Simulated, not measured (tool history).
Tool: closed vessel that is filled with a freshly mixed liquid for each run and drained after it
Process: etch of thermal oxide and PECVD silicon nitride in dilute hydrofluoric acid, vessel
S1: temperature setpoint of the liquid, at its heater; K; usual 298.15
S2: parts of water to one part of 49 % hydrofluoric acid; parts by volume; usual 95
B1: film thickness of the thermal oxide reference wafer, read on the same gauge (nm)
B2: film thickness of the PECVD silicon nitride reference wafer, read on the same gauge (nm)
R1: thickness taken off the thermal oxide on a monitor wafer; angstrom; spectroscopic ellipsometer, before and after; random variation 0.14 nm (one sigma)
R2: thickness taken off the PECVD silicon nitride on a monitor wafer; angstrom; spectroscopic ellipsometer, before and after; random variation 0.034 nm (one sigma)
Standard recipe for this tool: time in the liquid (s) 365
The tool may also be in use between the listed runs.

Run 1, hour 0: usual settings; B1 49.99; B2 140.03. Result: R1 225.8 angstrom, R2 94.7 angstrom.
At hour 71.8: gauge calibrated.
At hour 75.7: thermometer replaced.
Run 2, hour 78.9: usual settings; B1 49.98; B2 140.02. Result: R1 219.1 angstrom, R2 87.7 angstrom.
Run 3, hour 184.6: usual settings; B1 49.99; B2 139.95. Result: R1 217.3 angstrom, R2 88.6 angstrom.
Run 4, hour 287.6: usual settings but time in the liquid (s) 295; B1 50.01; B2 140.06. Result: R1 176.8 angstrom, R2 72.3 angstrom.
Run 5, hour 383.9: usual settings but time in the liquid (s) 295; B1 50.03; B2 140. Result: R1 179.9 angstrom, R2 73.9 angstrom.
Run 6, hour 444.9: usual settings but time in the liquid (s) 295; B1 50; B2 139.99. Result: R1 180.2 angstrom, R2 73.1 angstrom.
Run 7, hour 502.1: usual settings but S2 60 parts by volume, time in the liquid (s) 470; B1 49.98; B2 140.03. Result: R1 474.6 angstrom, R2 186.4 angstrom.
Run 8, hour 565.2: usual settings but time in the liquid (s) 505; B1 49.99; B2 140.01. Result: R1 309.3 angstrom, R2 127 angstrom.
Run 9, hour 605.8: usual settings but time in the liquid (s) 505; B1 49.99; B2 139.97. Result: R1 315 angstrom, R2 128.8 angstrom.
Run 10, hour 645.5: usual settings; B1 49.99; B2 139.97. Result: R1 224.2 angstrom, R2 93.1 angstrom.
Run 11, hour 724.6: usual settings; B1 49.98; B2 139.99. Result: R1 225.8 angstrom, R2 94.8 angstrom.
Run 12, hour 869.2: usual settings but S1 294.15 K, S2 110 parts by volume, time in the liquid (s) 230; B1 49.99; B2 140.02. Result: R1 103.9 angstrom, R2 40.2 angstrom.
Run 13, hour 929.9: usual settings but S2 115 parts by volume; B1 50; B2 139.98. Result: R1 182.5 angstrom, R2 79.1 angstrom.
At hour 952.2: gauge calibrated.
Run 14, hour 1007.3: usual settings but S1 301.15 K, S2 65 parts by volume; B1 49.99; B2 139.99. Result: R1 393.2 angstrom, R2 169.8 angstrom.
At hour 1020.8: hydrofluoric acid flow meter replaced.
At hour 1088.9: thermometer replaced.
Run 15, hour 1091.9: usual settings but S1 300.65 K; B1 50; B2 140.02. Result: R1 267.2 angstrom, R2 122.2 angstrom.
Run 16, hour 1198.2: usual settings but S1 295.65 K, S2 60 parts by volume, time in the liquid (s) 560; B1 50.02; B2 139.97. Result: R1 562.1 angstrom, R2 217.7 angstrom.
Run 17, hour 1249.8: usual settings; B1 50; B2 139.99. Result: R1 246.3 angstrom, R2 105.9 angstrom.
Run 18, hour 1330.2: usual settings but S1 300.65 K; B1 50.03; B2 139.97. Result: R1 271.2 angstrom, R2 124.3 angstrom.
At hour 1342.7: thermometer replaced, repeated, since the last time left the tool worse.
Run 19, hour 1417.5: usual settings but S1 299.65 K; B1 50.01; B2 140.01. Result: R1 232.8 angstrom, R2 98 angstrom.
Run 20, hour 1484: usual settings but S1 300.15 K, S2 120 parts by volume, time in the liquid (s) 470; B1 49.97; B2 139.98. Result: R1 233.6 angstrom, R2 103.1 angstrom.
Run 21, hour 1579.7: usual settings but S2 110 parts by volume, time in the liquid (s) 150; B1 49.98; B2 140.02. Result: R1 77.6 angstrom, R2 32.1 angstrom.
Run 22, hour 1665.6: usual settings but S1 302.15 K, S2 80 parts by volume, time in the liquid (s) 210; B1 49.98; B2 140. Result: R1 183 angstrom, R2 80.7 angstrom.
Run 23, hour 1710.4: usual settings but S1 300.65 K, S2 50 parts by volume; B1 50; B2 140. Result: R1 502.2 angstrom, R2 203.3 angstrom.

For each run, the measured value with the value that run would have given without the tool's hidden condition subtracted. The run-to-run variation is shared by both, the gauge scatter possibly not:
What the log doesn't record here: liquid hotter than its thermometer reads (K); hydrofluoric acid flow above the setpoint (%); gauge reads high (%).
run     R1     R2
  1    +11   +7.6
  2   +1.3   +0.9
  3   +2.7   +1.8
  4   +3.3   +2.2
  5   +4.5   +3.1
  6   +5.1   +3.4
  7  +15.4   +9.9
  8    +11   +7.4
  9    +12   +8.1
 10     +9   +6.2
 11  +10.2     +7
 12   +5.7   +3.6
 13  +10.3   +7.4
 14  +24.3    +17
 15  +27.5  +20.2
 16  +65.2  +39.9
 17    +28  +19.3
 18  +31.3    +23
 19   +3.2   +2.2
 20     +4   +2.9
 21   +1.8   +1.2
 22   +5.1   +3.7
 23    +16  +10.5
